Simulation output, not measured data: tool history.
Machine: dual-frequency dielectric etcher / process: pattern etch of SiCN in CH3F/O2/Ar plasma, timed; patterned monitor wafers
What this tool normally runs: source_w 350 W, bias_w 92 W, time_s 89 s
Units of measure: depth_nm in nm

run,hour,source_w,bias_w,time_s,"read-back reference wafer on the same gauge, depth_nm",depth_nm
1,0,350,92,89,32.11,33.39
2,59,410,101,89,32.12,36.1
3,106.6,410,101,89,32.1,36.08
4,134.7,410,101,89,32.1,36.08
5,193.3,350,81,89,32.12,32.47
6,258.7,350,81,89,32.09,32.34
7,283.9,350,92,89,32.12,33.24
# hour 314.2: gauge calibrated
# hour 331.1: wet clean of the chamber
8,331.6,350,79,89,32.12,32.14
9,365.7,290,103,89,32.1,32.08
10,393.7,350,92,99.5,32.1,37.2
11,432,280,92,89,32.11,30.78
12,462.9,350,79,101,32.1,36.51
# hour 520.9: source power generator calibrated
13,534.1,420,77,109.5,32.11,41.97
# hour 576.9: bias power generator calibrated
14,598.1,350,92,96,32.1,35.78
# hour 633.5: upper electrode replaced
15,641.9,410,74,110.5,32.1,41.76
16,678.1,350,92,65.5,32.09,24.46
17,719.5,350,92,89,32.1,33.45
18,788.1,410,101,89,32.11,35.99
19,845.7,350,92,89,32.11,33.33
20,884.8,350,110,89,32.11,34.78

Give the tool's hidden conditions for every run:
etch rate over this chamber's usual, %: 0 in every run
source power that arrives over what is set, %: 0 in every run
bias power that arrives over what is set, %: 0 in every run
gauge reads high (%): 0 in every run
